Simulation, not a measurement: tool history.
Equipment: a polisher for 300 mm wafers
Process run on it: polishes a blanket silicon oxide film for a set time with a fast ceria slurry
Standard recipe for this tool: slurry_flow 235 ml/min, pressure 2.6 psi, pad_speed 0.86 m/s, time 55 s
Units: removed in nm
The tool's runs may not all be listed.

run,hour,slurry_flow,pressure,pad_speed,time,wafers since the last listed run,wafers polished on this pad,hours since the slurry nozzle was cleaned,hours since the head pressure was calibrated,"incoming thickness of the incoming film, nm",removed
1,0.0,235,2.6,0.86,55,0,1371,675.3,1183.9,1957.0,808.6
2,13.2,235,2.6,0.94,55,178,1549,688.5,1197.1,1985.3,917.9
# hour 22.8: slurry nozzle cleaned
3,31.2,235,2.6,0.94,55,230,1780,8.4,1215.1,1938.7,912.0
4,63.6,235,2.6,0.86,55,438,2218,40.8,1247.5,1964.0,821.2
# hour 69.8: worn pad replaced by a new one
5,82.2,205,2.6,0.86,55,197,168,59.4,1266.1,1958.9,824.1
6,94.5,200,2.6,0.86,55,166,334,71.7,1278.4,1957.7,817.7
7,122.7,200,2.6,0.86,55,381,716,99.9,1306.6,1965.1,822.0
8,158.1,235,2.6,0.70,55,479,1196,135.3,1342.0,1965.4,677.4
9,174.2,235,2.6,0.70,55,218,1414,151.4,1358.1,1991.7,673.9
10,186.7,235,2.9,0.86,55,169,1583,163.9,1370.6,1970.6,934.8
11,213.9,265,2.6,0.86,55,368,1951,191.1,1397.8,1983.9,831.6
# hour 228.2: worn pad replaced by a new one
12,238.2,265,2.6,0.86,55,274,134,215.4,1422.1,1984.2,841.5
13,260.0,235,2.6,0.86,55,295,430,237.2,1443.9,1953.5,838.5
# hour 269.8: head pressure recalibrated
14,287.0,235,2.6,0.86,55,338,768,264.2,17.2,1969.8,648.5
15,300.2,235,2.6,0.86,55,178,947,277.4,30.4,1988.1,649.8
16,334.6,235,2.2,0.86,55,465,1413,311.8,64.8,1936.2,572.3
17,352.6,235,2.6,0.86,55,243,1657,329.8,82.8,1974.0,665.9
# hour 374.8: head pressure recalibrated, repeated, since the last time left the tool worse
# hour 374.9: worn pad replaced by a new one
18,380.9,160,2.3,1.08,43,354,81,358.1,6.1,1958.3,663.3
19,393.6,300,2.1,0.78,55,171,253,370.8,18.8,1959.4,608.0
20,406.7,235,2.6,0.86,55,177,430,383.9,31.9,1943.9,778.3
21,422.6,300,2.6,1.12,71,215,645,399.8,47.8,1971.1,1314.4
22,452.7,235,2.6,0.58,37,407,1053,429.9,77.9,1965.4,359.5
23,487.2,235,3.4,1.08,43,467,1520,464.4,112.4,1942.5,1005.4
24,500.6,235,2.6,0.86,55,181,1702,477.8,125.8,1958.2,803.9
# hour 514.7: worn pad replaced by a new one
25,521.6,235,2.3,1.14,41,230,93,498.8,146.8,1964.5,714.4
26,549.7,235,2.6,0.86,55,380,474,526.9,174.9,1981.9,803.2
27,571.9,235,2.6,0.86,55,300,774,549.1,197.1,1960.4,804.2
28,589.1,270,2.2,0.96,48,232,1007,566.3,214.3,1963.1,677.1
# hour 592.6: slurry nozzle cleaned
29,620.4,235,2.6,0.86,55,410,1418,27.8,245.6,1957.7,802.2
30,654.2,260,3.4,0.76,42,457,1875,61.6,279.4,1937.6,715.1
31,667.1,260,1.7,0.86,55,174,2050,74.5,292.3,1987.9,559.0
# hour 684.9: worn pad replaced by a new one
32,701.3,235,2.6,0.86,55,408,222,108.7,326.5,1963.8,814.1
33,720.6,235,2.9,0.86,55,261,483,128.0,345.8,1931.2,901.4
34,737.3,165,3.3,0.86,42,226,709,144.7,362.5,1952.1,749.1
35,767.0,265,3.5,0.72,65,402,1111,174.4,392.2,1935.7,1080.8
36,779.5,235,2.6,0.70,55,169,1281,186.9,404.7,1969.8,683.2

Predict each of these 5 candidate next runs independently; none follows another, all start after run 36:
A,779.9,235,2.6,0.86,55,5,1286,187.3,405.1,1928.3,?
B,779.9,235,3.1,1.04,55,5,1286,187.3,405.1,1928.3,?
C,779.9,180,3.0,0.86,55,5,1286,187.3,405.1,1928.3,?
D,779.9,235,3.4,0.86,55,5,1286,187.3,405.1,1928.3,?
E,779.9,155,2.6,0.78,48,5,1286,187.3,405.1,1928.3,?

run,removed
A,824.3
B,1172.4
C,922.3
D,1056.6
E,632.8
Stripped of hidden state, with their random variation kept, the same runs would have yielded:
run,removed
A,766.5
B,1090.2
C,857.6
D,982.5
E,588.4
